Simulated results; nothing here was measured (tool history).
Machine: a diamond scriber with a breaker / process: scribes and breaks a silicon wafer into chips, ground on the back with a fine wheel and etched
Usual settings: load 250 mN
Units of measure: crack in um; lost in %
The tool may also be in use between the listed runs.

run     day  load  wafers since the last listed run  hours since the diamond tip was replaced  hours since the load on the tip was calibrated  incoming depth of the damage left on the back of the incoming wafer, um  crack  lost
  1       0   300                                 0                                     954.4                                          1094.5                                                                     0.53  13.55  3.11
  2   0.596   300                                37                                     968.7                                          1108.8                                                                      0.4   13.6   2.6
  3   1.175   207                                36                                     982.6                                          1122.7                                                                     0.66    9.6  3.13
  4   1.521   207                                21                                     990.9                                            1131                                                                     0.39    9.8  3.38
  5   2.088   207                                35                                    1004.5                                          1144.6                                                                      0.6   9.59  3.83
  6   2.425   250                                21                                    1012.6                                          1152.7                                                                     0.79  11.36  0.56
  7   3.162   250                                46                                    1030.3                                          1170.4                                                                     0.62  11.48   0.6
  8   3.717   250                                34                                    1043.6                                          1183.7                                                                     0.34   11.3  0.61
  9   4.096   284                                23                                    1052.7                                          1192.8                                                                      0.5  12.82  1.58
 10   4.829   281                                46                                    1070.3                                          1210.4                                                                     0.63  12.57  1.57
 11   5.421   281                                37                                    1084.5                                          1224.6                                                                     0.52  12.68  1.48
 12   5.846   192                                26                                    1094.7                                          1234.8                                                                     0.67   9.25   6.1
 13   6.142   228                                18                                    1101.8                                          1241.9                                                                     0.75  10.76  1.21
 14   6.496   300                                22                                    1110.3                                          1250.4                                                                     0.77  13.35   2.6
 15   7.233   305                                46                                      1128                                          1268.1                                                                     0.72   13.5  3.39
 16   7.788   250                                34                                    1141.3                                          1281.4                                                                     0.75  11.61  0.52
      8.083  -- load on the tip recalibrated
 17   8.471   214                                37                                    1157.7                                             9.3                                                                     0.74   9.87  2.14
 18   9.158   250                                43                                    1174.2                                            25.8                                                                     0.74  11.62   0.5
 19    9.65   299                                30                                      1186                                            37.6                                                                     0.47  13.45  2.64
     10.142  -- diamond tip replaced by a new one
 20    10.2   250                                29                                       1.4                                            50.8                                                                     0.52  11.65  0.55
 21  10.625   178                                26                                      11.6                                              61                                                                     0.41   8.35  9.16
 22  11.221   195                                37                                      25.9                                            75.3                                                                      0.6   9.17  5.27
 23  12.308   325                                68                                        52                                           101.4                                                                     0.43  14.09  5.46
 24  12.812   277                                31                                      64.1                                           113.5                                                                     0.52  12.46  1.21
 25  13.358   250                                34                                      77.2                                           126.6                                                                     0.59  11.38  0.51

Each row is a separate what-if for the run after 25, all from the same tool condition, not one after another. Results?
  A  13.388   316                                 1                                      77.9                                           127.3                                                                      0.5      ?     ?
  B  13.388   301                                 1                                      77.9                                           127.3                                                                      0.5      ?     ?
  C  13.388   280                                 1                                      77.9                                           127.3                                                                      0.5      ?     ?
  D  13.388   271                                 1                                      77.9                                           127.3                                                                      0.5      ?     ?

run  crack  lost
  A  13.92  3.99
  B  13.37  2.74
  C   12.6  1.36
  D  12.26  0.95
With the hidden condition removed and each run's random variation left untouched, the same runs would have given:
run  crack  lost
  A  13.92  3.99
  B  13.37  2.74
  C   12.6  1.36
  D  12.26  0.95
